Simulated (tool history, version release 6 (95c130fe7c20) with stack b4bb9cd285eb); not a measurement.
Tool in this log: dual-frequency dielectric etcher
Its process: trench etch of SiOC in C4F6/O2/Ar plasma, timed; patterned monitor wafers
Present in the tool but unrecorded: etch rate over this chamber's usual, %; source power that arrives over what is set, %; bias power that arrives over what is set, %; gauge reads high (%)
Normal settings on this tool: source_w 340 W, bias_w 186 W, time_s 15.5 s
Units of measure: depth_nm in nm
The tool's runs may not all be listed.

run	hour	source_w	bias_w	time_s	wafers since the last listed run	hours since the last wet clean	hours since the last source power generator calibration	hours since the last bias power generator calibration	hours since the last upper electrode change	hours since the gauge calibration	read-back reference wafer on the same gauge, depth_nm	depth_nm
1	0.0	340	186	15.5	0	136.4	2276.0	1925.5	3563.3	1359.5	29.47	31.31
2	57.2	340	186	15.5	861	193.6	2333.2	1982.7	3620.5	1416.7	29.49	31.39
3	149.3	340	186	15.5	1386	285.7	2425.3	2074.8	3712.6	1508.8	29.50	31.45
4	202.5	340	186	15.5	800	338.9	2478.5	2128.0	3765.8	1562.0	29.49	31.50
5	255.7	340	186	15.5	800	392.1	2531.7	2181.2	3819.0	1615.2	29.54	31.40
6	319.2	370	186	15.5	956	455.6	2595.2	2244.7	3882.5	1678.7	29.49	32.17
7	372.3	370	186	15.5	799	508.7	2648.3	2297.8	3935.6	1731.8	29.49	32.41
# hour 399.0: wet clean of the chamber
8	438.6	340	186	15.5	636	39.6	2714.6	2364.1	4001.9	1798.1	29.48	31.12
9	528.3	340	186	13.5	1350	129.3	2804.3	2453.8	4091.6	1887.8	29.49	27.58
# hour 617.2: source power generator calibrated
10	623.8	340	186	13.5	1377	224.8	6.6	2549.3	4187.1	1983.3	29.47	27.43
11	708.5	290	176	15.5	1275	309.5	91.3	2634.0	4271.8	2068.0	29.48	29.32
12	757.0	340	186	15.5	730	358.0	139.8	2682.5	4320.3	2116.5	29.51	31.54
13	838.5	380	211	14.5	1227	439.5	221.3	2764.0	4401.8	2198.0	29.50	32.18
14	916.8	340	186	15.5	1178	517.8	299.6	2842.3	4480.1	2276.3	29.55	31.63
# hour 951.6: bias power generator calibrated
# hour 1002.6: gauge calibrated
# hour 1014.0: wet clean of the chamber
15	1016.2	280	186	13.5	1075	2.2	399.0	64.6	4579.5	13.6	29.52	25.30
16	1113.4	290	176	15.5	1463	99.4	496.2	161.8	4676.7	110.8	29.44	28.85
17	1214.1	390	186	19.0	1516	200.1	596.9	262.5	4777.4	211.5	29.50	39.32
18	1321.2	390	186	15.5	1612	307.2	704.0	369.6	4884.5	318.6	29.51	32.70
# hour 1397.9: upper electrode replaced
19	1398.4	340	186	15.5	800	384.4	781.2	446.8	0.5	395.8	29.49	31.35
20	1455.2	260	186	15.5	855	441.2	838.0	503.6	57.3	452.6	29.49	29.04
# hour 1494.8: wet clean of the chamber
21	1513.6	380	147	11.0	517	18.8	896.4	562.0	115.7	511.0	29.50	20.49
22	1614.0	390	211	12.5	1511	119.2	996.8	662.4	216.1	611.4	29.46	27.60
23	1691.1	340	160	13.5	1160	196.3	1073.9	739.5	293.2	688.5	29.52	25.35
24	1787.9	340	186	17.0	1457	293.1	1170.7	836.3	390.0	785.3	29.50	34.29
25	1890.7	310	149	17.5	1547	395.9	1273.5	939.1	492.8	888.1	29.51	31.07
26	1949.9	340	148	15.5	891	455.1	1332.7	998.3	552.0	947.3	29.50	28.10
27	2025.6	260	229	20.0	1139	530.8	1408.4	1074.0	627.7	1023.0	29.51	41.49
28	2084.1	300	169	17.5	880	589.3	1466.9	1132.5	686.2	1081.5	29.48	32.63
# hour 2133.6: wet clean of the chamber
29	2160.9	370	186	15.5	794	27.3	1543.7	1209.3	763.0	1158.3	29.49	32.18
30	2241.7	280	155	15.5	1216	108.1	1624.5	1290.1	843.8	1239.1	29.55	27.09

How the hidden state differs across the entries between the runs, from the last listed run before each to the first after it:
Between runs 7 and 8: wet clean of the chamber (hour 399.0)
  bias power that arrives over what is set, %: 4.46 -> 4.48
  the result without the hidden state subtracted from the measured one, depth_nm: +0.64 -> +0.62 nm
Between runs 9 and 10: source power generator calibrated (hour 617.2)
  bias power that arrives over what is set, %: 4.51 -> 4.55
  the result without the hidden state subtracted from the measured one, depth_nm: +0.56 -> +0.55 nm
Between runs 14 and 15: bias power generator calibrated (hour 951.6); gauge calibrated (hour 1002.6); wet clean of the chamber (hour 1014.0)
  bias power that arrives over what is set, %: 4.62 -> 0.317
  the result without the hidden state subtracted from the measured one, depth_nm: +0.65 -> +0.04 nm
Between runs 18 and 19: upper electrode replaced (hour 1397.9)
  bias power that arrives over what is set, %: 1.58 -> 1.84
  the result without the hidden state subtracted from the measured one, depth_nm: +0.23 -> +0.27 nm
Between runs 20 and 21: wet clean of the chamber (hour 1494.8)
  bias power that arrives over what is set, %: 2.02 -> 2.19
  the result without the hidden state subtracted from the measured one, depth_nm: +0.27 -> +0.19 nm
Between runs 28 and 29: wet clean of the chamber (hour 2133.6)
  bias power that arrives over what is set, %: 3.38 -> 3.49
  the result without the hidden state subtracted from the measured one, depth_nm: +0.49 -> +0.50 nm

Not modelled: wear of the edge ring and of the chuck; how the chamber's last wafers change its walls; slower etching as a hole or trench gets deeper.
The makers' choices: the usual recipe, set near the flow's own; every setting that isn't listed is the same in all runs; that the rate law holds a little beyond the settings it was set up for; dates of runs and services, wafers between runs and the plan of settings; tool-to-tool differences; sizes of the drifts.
